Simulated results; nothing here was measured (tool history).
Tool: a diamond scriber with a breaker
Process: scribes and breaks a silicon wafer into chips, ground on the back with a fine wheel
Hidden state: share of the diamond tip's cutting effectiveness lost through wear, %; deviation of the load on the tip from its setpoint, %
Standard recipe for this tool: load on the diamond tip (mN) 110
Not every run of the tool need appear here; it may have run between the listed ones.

run    hour  load on the diamond tip (mN)  wafers since the last listed run  hours since the diamond tip was replaced  hours since the load on the tip was calibrated  incoming depth of the damage left on the back of the incoming wafer, um  depth of the median crack under the scribed line (µm)  chips rejected at inspection after the break (%)
  1     0.0                           110                                 0                                      88.5                                           482.0                                                                     2.78                                                  13.94                                              1.70
  2    12.9                           121                                46                                     101.4                                           494.9                                                                     2.93                                                  15.04                                              2.23
  3    43.0                           110                               109                                     131.5                                           525.0                                                                     2.07                                                  14.31                                              1.16
  4    73.6                            99                               111                                     162.1                                           555.6                                                                     2.09                                                  13.58                                              1.88
  5   109.5                            99                               130                                     198.0                                           591.5                                                                     2.49                                                  13.90                                              2.20
  6   122.8                           110                                48                                     211.3                                           604.8                                                                     2.15                                                  14.70                                              1.39
  7   144.8                           110                                80                                     233.3                                           626.8                                                                     2.36                                                  14.73                                              1.50
  8   168.6                           110                                86                                     257.1                                           650.6                                                                     2.43                                                  14.43                                              1.82
  9   242.5                           110                               268                                     331.0                                           724.5                                                                     2.14                                                  14.74                                              1.07
 10   263.8                           136                                77                                     352.3                                           745.8                                                                     1.55                                                  16.51                                              2.80
 11   279.8                           136                                58                                     368.3                                           761.8                                                                     1.51                                                  16.13                                              2.72
 12   297.9                           136                                65                                     386.4                                           779.9                                                                     1.99                                                  15.92                                              2.59
 13   313.1                           110                                55                                     401.6                                           795.1                                                                     2.75                                                  14.19                                              1.88
 14   327.6                           110                                52                                     416.1                                           809.6                                                                     2.39                                                  13.87                                              1.41
 15   360.0                            90                               117                                     448.5                                           842.0                                                                     1.92                                                  13.06                                              2.88
 16   383.8                            90                                86                                     472.3                                           865.8                                                                     1.75                                                  13.13                                              2.58
      388.4  -- diamond tip replaced by a new one
 17   440.1                            90                               197                                      51.7                                           922.1                                                                     1.79                                                  13.23                                              2.47
 18   469.4                           110                               106                                      81.0                                           951.4                                                                     2.49                                                  14.28                                              1.52
 19   486.6                           110                                62                                      98.2                                           968.6                                                                     1.82                                                  14.42                                              1.13
 20   509.8                           110                                84                                     121.4                                           991.8                                                                     2.72                                                  14.31                                              1.87
 21   534.2                           110                                88                                     145.8                                          1016.2                                                                     1.85                                                  14.64                                              1.17
 22   566.3                            90                               116                                     177.9                                          1048.3                                                                     2.14                                                  13.18                                              2.87
 23   589.0                            83                                82                                     200.6                                          1071.0                                                                     2.35                                                  12.19                                              4.22
 24   608.0                           138                                69                                     219.6                                          1090.0                                                                     2.68                                                  16.49                                              3.52
 25   630.7                            88                                82                                     242.3                                          1112.7                                                                     2.42                                                  12.68                                              3.59
      643.1  -- load on the tip recalibrated
 26   658.0                           100                                92                                     269.6                                            14.9                                                                     2.16                                                  14.09                                              1.64
 27   675.6                           138                                64                                     287.2                                            32.5                                                                     2.50                                                  16.53                                              3.65
 28   696.2                            85                                74                                     307.8                                            53.1                                                                     2.19                                                  12.63                                              4.21
 29   708.4                            84                                44                                     320.0                                            65.3                                                                     2.86                                                  12.27                                              4.98
 30   805.1                            94                               351                                     416.7                                           162.0                                                                     2.56                                                  13.39                                              2.71
 31   839.6                           123                               125                                     451.2                                           196.5                                                                     2.27                                                  15.37                                              1.56
 32   916.6                           110                               280                                     528.2                                           273.5                                                                     2.22                                                  13.93                                              1.44
      933.5  -- diamond tip replaced by a new one
 33   953.9                           110                               128                                      20.4                                           310.8                                                                     2.99                                                  14.51                                              2.13
 34   978.6                           110                                89                                      45.1                                           335.5                                                                     2.50                                                  14.16                                              1.62
 35  1005.6                            93                                98                                      72.1                                           362.5                                                                     2.10                                                  13.56                                              2.07
 36  1023.7                           142                                65                                      90.2                                           380.6                                                                     2.82                                                  16.83                                              4.30

For run 37, what comes out?
 37  1052.3                            82                               104                                     118.8                                           409.2                                                                     2.32                                                      ?                                                 ?

Run 37 gave depth of the median crack under the scribed line (µm) 12.47, chips rejected at inspection after the break (%) 4.63.
With no hidden state in the tool, this same run would have given depth of the median crack under the scribed line (µm) 12.47, chips rejected at inspection after the break (%) 4.63.
